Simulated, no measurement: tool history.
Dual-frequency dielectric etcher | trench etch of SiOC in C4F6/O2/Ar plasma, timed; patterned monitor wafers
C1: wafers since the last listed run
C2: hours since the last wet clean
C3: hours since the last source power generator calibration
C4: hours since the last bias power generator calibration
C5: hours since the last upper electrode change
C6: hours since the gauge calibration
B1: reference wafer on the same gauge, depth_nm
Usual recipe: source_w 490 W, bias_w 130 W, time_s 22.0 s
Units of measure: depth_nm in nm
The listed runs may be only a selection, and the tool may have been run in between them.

run 1 hour=0.0 | source_w=540 bias_w=116 time_s=22.0 | C1=0 C2=313.1 C3=2181.5 C4=4242.2 C5=4705.6 C6=837.2 | B1=45.63 | depth_nm=43.00
run 2 hour=28.0 | source_w=540 bias_w=116 time_s=22.0 | C1=306 C2=341.1 C3=2209.5 C4=4270.2 C5=4733.6 C6=865.2 | B1=45.62 | depth_nm=42.65
run 3 hour=54.9 | source_w=540 bias_w=116 time_s=22.0 | C1=294 C2=368.0 C3=2236.4 C4=4297.1 C5=4760.5 C6=892.1 | B1=45.60 | depth_nm=42.87
run 4 hour=91.5 | source_w=490 bias_w=130 time_s=17.0 | C1=400 C2=404.6 C3=2273.0 C4=4333.7 C5=4797.1 C6=928.7 | B1=45.59 | depth_nm=32.32
run 5 hour=129.4 | source_w=490 bias_w=130 time_s=17.0 | C1=415 C2=442.5 C3=2310.9 C4=4371.6 C5=4835.0 C6=966.6 | B1=45.60 | depth_nm=32.10
run 6 hour=171.6 | source_w=410 bias_w=130 time_s=22.0 | C1=462 C2=484.7 C3=2353.1 C4=4413.8 C5=4877.2 C6=1008.8 | B1=45.57 | depth_nm=38.35
-- hour=245.0 wet clean of the chamber
run 7 hour=267.3 | source_w=450 bias_w=130 time_s=26.5 | C1=785 C2=22.3 C3=2448.8 C4=4509.5 C5=4972.9 C6=1104.5 | B1=45.59 | depth_nm=48.80
run 8 hour=331.7 | source_w=450 bias_w=130 time_s=26.5 | C1=705 C2=86.7 C3=2513.2 C4=4573.9 C5=5037.3 C6=1168.9 | B1=45.61 | depth_nm=48.74
run 9 hour=369.3 | source_w=450 bias_w=130 time_s=26.5 | C1=411 C2=124.3 C3=2550.8 C4=4611.5 C5=5074.9 C6=1206.5 | B1=45.60 | depth_nm=48.67
run 10 hour=415.4 | source_w=490 bias_w=130 time_s=22.0 | C1=505 C2=170.4 C3=2596.9 C4=4657.6 C5=5121.0 C6=1252.6 | B1=45.60 | depth_nm=42.04
run 11 hour=470.0 | source_w=490 bias_w=130 time_s=22.0 | C1=598 C2=225.0 C3=2651.5 C4=4712.2 C5=5175.6 C6=1307.2 | B1=45.60 | depth_nm=42.16
run 12 hour=532.1 | source_w=400 bias_w=130 time_s=22.0 | C1=680 C2=287.1 C3=2713.6 C4=4774.3 C5=5237.7 C6=1369.3 | B1=45.59 | depth_nm=37.87
run 13 hour=574.4 | source_w=400 bias_w=130 time_s=22.0 | C1=463 C2=329.4 C3=2755.9 C4=4816.6 C5=5280.0 C6=1411.6 | B1=45.59 | depth_nm=37.77
-- hour=649.0 upper electrode replaced
run 14 hour=649.5 | source_w=400 bias_w=130 time_s=22.0 | C1=559 C2=404.5 C3=2831.0 C4=4891.7 C5=0.5 C6=1486.7 | B1=45.59 | depth_nm=37.79
run 15 hour=673.4 | source_w=420 bias_w=130 time_s=22.0 | C1=261 C2=428.4 C3=2854.9 C4=4915.6 C5=24.4 C6=1510.6 | B1=45.62 | depth_nm=38.63
run 16 hour=706.3 | source_w=490 bias_w=130 time_s=22.0 | C1=360 C2=461.3 C3=2887.8 C4=4948.5 C5=57.3 C6=1543.5 | B1=45.58 | depth_nm=41.60
run 17 hour=749.8 | source_w=410 bias_w=151 time_s=22.0 | C1=476 C2=504.8 C3=2931.3 C4=4992.0 C5=100.8 C6=1587.0 | B1=45.59 | depth_nm=39.25
-- hour=754.9 gauge calibrated
-- hour=784.3 bias power generator calibrated
run 18 hour=808.6 | source_w=530 bias_w=157 time_s=25.0 | C1=600 C2=563.6 C3=2990.1 C4=24.3 C5=159.6 C6=53.7 | B1=45.61 | depth_nm=50.82
run 19 hour=853.6 | source_w=490 bias_w=130 time_s=22.0 | C1=493 C2=608.6 C3=3035.1 C4=69.3 C5=204.6 C6=98.7 | B1=45.59 | depth_nm=41.13
-- hour=900.1 wet clean of the chamber
run 20 hour=900.6 | source_w=570 bias_w=161 time_s=22.0 | C1=251 C2=0.5 C3=3082.1 C4=116.3 C5=251.6 C6=145.7 | B1=45.59 | depth_nm=47.42
run 21 hour=967.4 | source_w=430 bias_w=139 time_s=22.0 | C1=731 C2=67.3 C3=3148.9 C4=183.1 C5=318.4 C6=212.5 | B1=45.59 | depth_nm=39.90
run 22 hour=1010.0 | source_w=450 bias_w=130 time_s=22.0 | C1=466 C2=109.9 C3=3191.5 C4=225.7 C5=361.0 C6=255.1 | B1=45.61 | depth_nm=40.31
-- hour=1015.8 source power generator calibrated
run 23 hour=1034.1 | source_w=490 bias_w=130 time_s=22.0 | C1=220 C2=134.0 C3=18.3 C4=249.8 C5=385.1 C6=279.2 | B1=45.60 | depth_nm=42.82
run 24 hour=1062.6 | source_w=580 bias_w=130 time_s=22.0 | C1=312 C2=162.5 C3=46.8 C4=278.3 C5=413.6 C6=307.7 | B1=45.62 | depth_nm=46.57
run 25 hour=1090.9 | source_w=440 bias_w=112 time_s=22.0 | C1=310 C2=190.8 C3=75.1 C4=306.6 C5=441.9 C6=336.0 | B1=45.61 | depth_nm=39.49
run 26 hour=1155.3 | source_w=540 bias_w=108 time_s=24.5 | C1=705 C2=255.2 C3=139.5 C4=371.0 C5=506.3 C6=400.4 | B1=45.63 | depth_nm=48.20
run 27 hour=1219.7 | source_w=370 bias_w=103 time_s=17.0 | C1=705 C2=319.6 C3=203.9 C4=435.4 C5=570.7 C6=464.8 | B1=45.61 | depth_nm=27.21
run 28 hour=1246.6 | source_w=400 bias_w=156 time_s=16.0 | C1=294 C2=346.5 C3=230.8 C4=462.3 C5=597.6 C6=491.7 | B1=45.62 | depth_nm=29.13
run 29 hour=1426.0 | source_w=490 bias_w=130 time_s=22.0 | C1=1965 C2=525.9 C3=410.2 C4=641.7 C5=777.0 C6=671.1 | B1=45.58 | depth_nm=42.22
-- hour=1497.8 wet clean of the chamber
run 30 hour=1498.3 | source_w=440 bias_w=130 time_s=16.5 | C1=529 C2=0.5 C3=482.5 C4=714.0 C5=849.3 C6=743.4 | B1=45.60 | depth_nm=30.61

Branching from run 30: 4 alternative next runs. What would each branch give?
run A hour=1498.7 | source_w=490 bias_w=110 time_s=22.0 | C1=4 C2=0.9 C3=482.9 C4=714.4 C5=849.7 C6=743.8 | B1=? | depth_nm=?
run B hour=1498.7 | source_w=490 bias_w=112 time_s=22.0 | C1=4 C2=0.9 C3=482.9 C4=714.4 C5=849.7 C6=743.8 | B1=? | depth_nm=?
run C hour=1498.7 | source_w=460 bias_w=117 time_s=22.0 | C1=4 C2=0.9 C3=482.9 C4=714.4 C5=849.7 C6=743.8 | B1=? | depth_nm=?
run D hour=1498.7 | source_w=400 bias_w=148 time_s=18.5 | C1=4 C2=0.9 C3=482.9 C4=714.4 C5=849.7 C6=743.8 | B1=? | depth_nm=?

run=A B1=45.59 depth_nm=41.59
run=B B1=45.59 depth_nm=41.73
run=C B1=45.59 depth_nm=40.81
run=D B1=45.59 depth_nm=33.65
Without the tool's unlogged condition, the same runs would have read:
run=A depth_nm=41.90
run=B depth_nm=42.04
run=C depth_nm=41.12
run=D depth_nm=33.90
